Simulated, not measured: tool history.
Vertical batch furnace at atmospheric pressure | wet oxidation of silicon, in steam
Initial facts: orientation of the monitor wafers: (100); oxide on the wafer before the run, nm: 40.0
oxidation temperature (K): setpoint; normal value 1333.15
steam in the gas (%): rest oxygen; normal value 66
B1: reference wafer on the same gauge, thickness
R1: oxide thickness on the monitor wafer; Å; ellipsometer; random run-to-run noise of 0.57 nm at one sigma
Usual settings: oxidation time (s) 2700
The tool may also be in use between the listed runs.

run 1 hour=0 | oxidation_temperature_(K)=1333.15 oxidation_time_(s)=2700 steam_in_the_gas_(%)=66 | B1=391.88 | R1=3718.8
run 2 hour=29.2 | oxidation_temperature_(K)=1333.15 oxidation_time_(s)=2700 steam_in_the_gas_(%)=66 | B1=391.95 | R1=3722
run 3 hour=45.5 | oxidation_temperature_(K)=1333.15 oxidation_time_(s)=2700 steam_in_the_gas_(%)=66 | B1=392.06 | R1=3711.1
run 4 hour=76.9 | oxidation_temperature_(K)=1333.15 oxidation_time_(s)=2700 steam_in_the_gas_(%)=66 | B1=392.01 | R1=3715.4
run 5 hour=93.7 | oxidation_temperature_(K)=1333.15 oxidation_time_(s)=2700 steam_in_the_gas_(%)=66 | B1=392.03 | R1=3721.2
run 6 hour=118.8 | oxidation_temperature_(K)=1339.15 oxidation_time_(s)=2700 steam_in_the_gas_(%)=66 | B1=392.04 | R1=3839.9
run 7 hour=136.1 | oxidation_temperature_(K)=1339.15 oxidation_time_(s)=2700 steam_in_the_gas_(%)=66 | B1=391.91 | R1=3846.8
run 8 hour=161.8 | oxidation_temperature_(K)=1333.15 oxidation_time_(s)=2700 steam_in_the_gas_(%)=66 | B1=391.96 | R1=3718.5
run 9 hour=180.2 | oxidation_temperature_(K)=1352.15 oxidation_time_(s)=2700 steam_in_the_gas_(%)=66 | B1=391.86 | R1=4091.1
-- hour=236.4 thermocouples replaced and temperature profile calibrated
run 10 hour=236.9 | oxidation_temperature_(K)=1352.15 oxidation_time_(s)=2700 steam_in_the_gas_(%)=66 | B1=391.98 | R1=4091.7
run 11 hour=240.5 | oxidation_temperature_(K)=1352.15 oxidation_time_(s)=2700 steam_in_the_gas_(%)=66 | B1=391.92 | R1=4089.2
-- hour=284 steam generator serviced
run 12 hour=284.5 | oxidation_temperature_(K)=1333.15 oxidation_time_(s)=2700 steam_in_the_gas_(%)=66 | B1=391.98 | R1=3792.1
run 13 hour=293 | oxidation_temperature_(K)=1333.15 oxidation_time_(s)=2220 steam_in_the_gas_(%)=66 | B1=391.92 | R1=3357.2
run 14 hour=324.8 | oxidation_temperature_(K)=1341.15 oxidation_time_(s)=2130 steam_in_the_gas_(%)=73 | B1=392 | R1=3639.6
run 15 hour=346.4 | oxidation_temperature_(K)=1321.15 oxidation_time_(s)=2700 steam_in_the_gas_(%)=66 | B1=392.19 | R1=3541
run 16 hour=367.3 | oxidation_temperature_(K)=1312.15 oxidation_time_(s)=3960 steam_in_the_gas_(%)=66 | B1=391.95 | R1=4256.6
run 17 hour=382.8 | oxidation_temperature_(K)=1333.15 oxidation_time_(s)=2700 steam_in_the_gas_(%)=66 | B1=392.02 | R1=3775.5
-- hour=412.8 gauge calibrated
run 18 hour=459.3 | oxidation_temperature_(K)=1333.15 oxidation_time_(s)=2700 steam_in_the_gas_(%)=66 | B1=392.15 | R1=3772
run 19 hour=472.4 | oxidation_temperature_(K)=1318.15 oxidation_time_(s)=1350 steam_in_the_gas_(%)=73 | B1=391.98 | R1=2405.1
run 20 hour=487.2 | oxidation_temperature_(K)=1341.15 oxidation_time_(s)=3090 steam_in_the_gas_(%)=66 | B1=392.08 | R1=4254.1
run 21 hour=515.3 | oxidation_temperature_(K)=1333.15 oxidation_time_(s)=2700 steam_in_the_gas_(%)=66 | B1=392.14 | R1=3763.6
run 22 hour=546.1 | oxidation_temperature_(K)=1345.15 oxidation_time_(s)=2310 steam_in_the_gas_(%)=58 | B1=391.99 | R1=3380.4
run 23 hour=562.1 | oxidation_temperature_(K)=1333.15 oxidation_time_(s)=2700 steam_in_the_gas_(%)=66 | B1=391.95 | R1=3755.9
run 24 hour=587.4 | oxidation_temperature_(K)=1333.15 oxidation_time_(s)=2700 steam_in_the_gas_(%)=66 | B1=392.09 | R1=3748.4
run 25 hour=608.5 | oxidation_temperature_(K)=1333.15 oxidation_time_(s)=2700 steam_in_the_gas_(%)=57 | B1=392.03 | R1=3434.2

Exercise: give the hidden state of the tool at every run:
true tube temperature minus thermocouple reading, K: 0 at every run
gauge reads high (%): 0 at every run
H1: steam share off its setpoint, % of the setpoint
run=1 H1=-3.84
run=2 H1=-3.85
run=3 H1=-3.86
run=4 H1=-3.87
run=5 H1=-3.88
run=6 H1=-3.89
run=7 H1=-3.89
run=8 H1=-3.9
run=9 H1=-3.91
run=10 H1=-3.92
run=11 H1=-3.93
run=12 H1=-0.705
run=13 H1=-0.766
run=14 H1=-0.989
run=15 H1=-1.13
run=16 H1=-1.27
run=17 H1=-1.36
run=18 H1=-1.8
run=19 H1=-1.86
run=20 H1=-1.94
run=21 H1=-2.08
run=22 H1=-2.22
run=23 H1=-2.29
run=24 H1=-2.4
run=25 H1=-2.48
